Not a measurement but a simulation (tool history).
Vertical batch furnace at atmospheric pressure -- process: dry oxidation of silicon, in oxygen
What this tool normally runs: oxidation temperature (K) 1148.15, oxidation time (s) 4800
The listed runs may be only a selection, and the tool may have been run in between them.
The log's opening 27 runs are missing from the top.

run,hour,oxidation temperature (K),oxidation time (s),wafers since the last listed run,hours since the last temperature calibration,hours since the boat lift was adjusted,hours since the gauge calibration,"read-back reference wafer on the same gauge, thickness",oxide thickness on the monitor wafer (angstrom)
# hour 2105.8: gauge calibrated
28,2165.8,1148.15,4800,702,775.8,281.2,60.0,24.90,279.0
29,2210.4,1148.15,4800,367,820.4,325.8,104.6,24.88,279.9
30,2303.8,1148.15,4800,769,913.8,419.2,198.0,24.89,282.4
31,2404.0,1163.15,4800,825,1014.0,519.4,298.2,24.88,330.7
32,2462.8,1148.15,4800,484,1072.8,578.2,357.0,24.91,281.0
33,2526.5,1163.15,6930,524,1136.5,641.9,420.7,24.95,426.5
34,2630.6,1163.15,6990,857,1240.6,746.0,524.8,24.91,428.1
35,2721.7,1163.15,3150,750,1331.7,837.1,615.9,24.87,246.6
36,2811.2,1126.15,5790,737,1421.2,926.6,705.4,24.92,249.1
# hour 2876.0: thermocouples replaced and temperature profile calibrated
37,2893.7,1148.15,3720,482,17.7,1009.1,787.9,24.90,233.7
38,2998.9,1148.15,6780,866,122.9,1114.3,893.1,24.89,356.5
39,3065.0,1140.15,5550,544,189.0,1180.4,959.2,24.94,282.8

Below are 4 alternative next runs, each starting from the tool's condition after run 39. Predict each:
A,3070.1,1148.15,4800,42,194.1,1185.5,964.3,?,?
B,3070.1,1161.15,3480,42,194.1,1185.5,964.3,?,?
C,3070.1,1126.15,4800,42,194.1,1185.5,964.3,?,?
D,3070.1,1132.15,6510,42,194.1,1185.5,964.3,?,?

run,"read-back reference wafer on the same gauge, thickness",oxide thickness on the monitor wafer (angstrom)
A,24.93,277.8
B,24.93,254.8
C,24.93,217.9
D,24.93,288.9
With no hidden state in the tool, these same runs would have given:
run,oxide thickness on the monitor wafer (angstrom)
A,280.8
B,257.5
C,220.3
D,292.0

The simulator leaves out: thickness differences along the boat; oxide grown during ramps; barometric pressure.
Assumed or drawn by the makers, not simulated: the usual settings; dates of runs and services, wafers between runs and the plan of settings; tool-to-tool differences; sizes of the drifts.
